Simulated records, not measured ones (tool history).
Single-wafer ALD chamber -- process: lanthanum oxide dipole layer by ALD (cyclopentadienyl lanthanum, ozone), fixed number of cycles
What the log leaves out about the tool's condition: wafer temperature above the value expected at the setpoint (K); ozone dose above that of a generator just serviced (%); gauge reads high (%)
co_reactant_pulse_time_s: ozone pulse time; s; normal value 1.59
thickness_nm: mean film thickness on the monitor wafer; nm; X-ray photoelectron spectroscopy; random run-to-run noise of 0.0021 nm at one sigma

| run | hour | co_reactant_pulse_time_s | wafers since the last listed run | hours since the last thermocouple change | hours since the last ozone generator service | hours since the showerhead was replaced | hours since the gauge calibration | read-back reference wafer on the same gauge, thickness_nm | thickness_nm |
|---|---|---|---|---|---|---|---|---|---|
| 1 | 0 | 1.21 | 0 | 759.7 | 523.8 | 6028.7 | 17.5 | 0.458 | 0.408 |
| 2 | 12.6 | 1.21 | 182 | 772.3 | 536.4 | 6041.3 | 30.1 | 0.458 | 0.41 |
| 3 | 59.5 | 1.21 | 679 | 819.2 | 583.3 | 6088.2 | 77 | 0.458 | 0.408 |
| 4 | 70.6 | 1.46 | 160 | 830.3 | 594.4 | 6099.3 | 88.1 | 0.458 | 0.439 |
| 5 | 79.4 | 1.59 | 127 | 839.1 | 603.2 | 6108.1 | 96.9 | 0.458 | 0.447 |
| 6 | 90.1 | 1.59 | 155 | 849.8 | 613.9 | 6118.8 | 107.6 | 0.458 | 0.449 |
| 7 | 97 | 1.59 | 100 | 856.7 | 620.8 | 6125.7 | 114.5 | 0.458 | 0.443 |
| 8 | 147.5 | 2 | 732 | 907.2 | 671.3 | 6176.2 | 165 | 0.458 | 0.469 |
| 9 | 154 | 1.59 | 94 | 913.7 | 677.8 | 6182.7 | 171.5 | 0.458 | 0.447 |
| 10 | 162.2 | 1.59 | 118 | 921.9 | 686 | 6190.9 | 179.7 | 0.458 | 0.445 |
| 11 | 171.5 | 1.59 | 134 | 931.2 | 695.3 | 6200.2 | 189 | 0.458 | 0.447 |
| 12 | 184 | 1.59 | 181 | 943.7 | 707.8 | 6212.7 | 201.5 | 0.458 | 0.448 |
|  | 203.7 | showerhead replaced |
| 13 | 204.2 | 1.59 | 176 | 963.9 | 728 | 0.5 | 221.7 | 0.458 | 0.444 |
| 14 | 207.7 | 1.59 | 50 | 967.4 | 731.5 | 4 | 225.2 | 0.458 | 0.441 |
|  | 222.6 | gauge calibrated |
| 15 | 225.1 | 1.59 | 252 | 984.8 | 748.9 | 21.4 | 2.5 | 0.458 | 0.446 |
|  | 242.5 | thermocouple changed; heater temperature recalibrated |
| 16 | 243 | 1.59 | 143 | 0.5 | 766.8 | 39.3 | 20.4 | 0.458 | 0.446 |
| 17 | 258 | 1.89 | 217 | 15.5 | 781.8 | 54.3 | 35.4 | 0.458 | 0.465 |
| 18 | 266.4 | 1.88 | 121 | 23.9 | 790.2 | 62.7 | 43.8 | 0.458 | 0.461 |
|  | 282.8 | ozone generator serviced |
| 19 | 284 | 1.4 | 139 | 41.5 | 1.2 | 80.3 | 61.4 | 0.458 | 0.46 |
| 20 | 291 | 1.87 | 101 | 48.5 | 8.2 | 87.3 | 68.4 | 0.458 | 0.484 |
| 21 | 304.3 | 2.1 | 192 | 61.8 | 21.5 | 100.6 | 81.7 | 0.458 | 0.488 |
| 22 | 310.4 | 1.43 | 88 | 67.9 | 27.6 | 106.7 | 87.8 | 0.459 | 0.46 |
| 23 | 327 | 2.02 | 240 | 84.5 | 44.2 | 123.3 | 104.4 | 0.458 | 0.483 |
| 24 | 333.3 | 2.08 | 91 | 90.8 | 50.5 | 129.6 | 110.7 | 0.458 | 0.486 |
| 25 | 340.6 | 1.92 | 105 | 98.1 | 57.8 | 136.9 | 118 | 0.458 | 0.479 |
| 26 | 352.2 | 1.59 | 168 | 109.7 | 69.4 | 148.5 | 129.6 | 0.458 | 0.469 |
| 27 | 369.9 | 1.59 | 256 | 127.4 | 87.1 | 166.2 | 147.3 | 0.458 | 0.46 |
| 28 | 377 | 1.1 | 102 | 134.5 | 94.2 | 173.3 | 154.4 | 0.458 | 0.419 |
| 29 | 384.4 | 1.07 | 107 | 141.9 | 101.6 | 180.7 | 161.8 | 0.458 | 0.412 |
| 30 | 420.3 | 2.16 | 520 | 177.8 | 137.5 | 216.6 | 197.7 | 0.458 | 0.481 |

Below, some changes in thickness_nm between adjacent runs. For each, the amount present without the hidden state too (settings, incoming material, random variation) and the amount remaining for the hidden state with gauge scatter not shared by both compared results:
Run 3 -> 4: co_reactant_pulse_time_s 1.21 -> 1.46. thickness_nm +0.031 nm: hidden state +0.009, all else +0.022.
Run 7 -> 8: co_reactant_pulse_time_s 1.59 -> 2. thickness_nm +0.026 nm: hidden state +0.01, all else +0.016.
Run 8 -> 9: co_reactant_pulse_time_s 2 -> 1.59. thickness_nm -0.022 nm: hidden state -0.01, all else -0.012.
Run 18 -> 19: co_reactant_pulse_time_s 1.88 -> 1.4, ozone generator serviced. thickness_nm -0.001 nm: hidden state +0.017, all else -0.018.
Run 27 -> 28: co_reactant_pulse_time_s 1.59 -> 1.1. thickness_nm -0.041 nm: hidden state -0.006, all else -0.035.
Run 29 -> 30: co_reactant_pulse_time_s 1.07 -> 2.16. thickness_nm +0.069 nm: hidden state +0.009, all else +0.06.
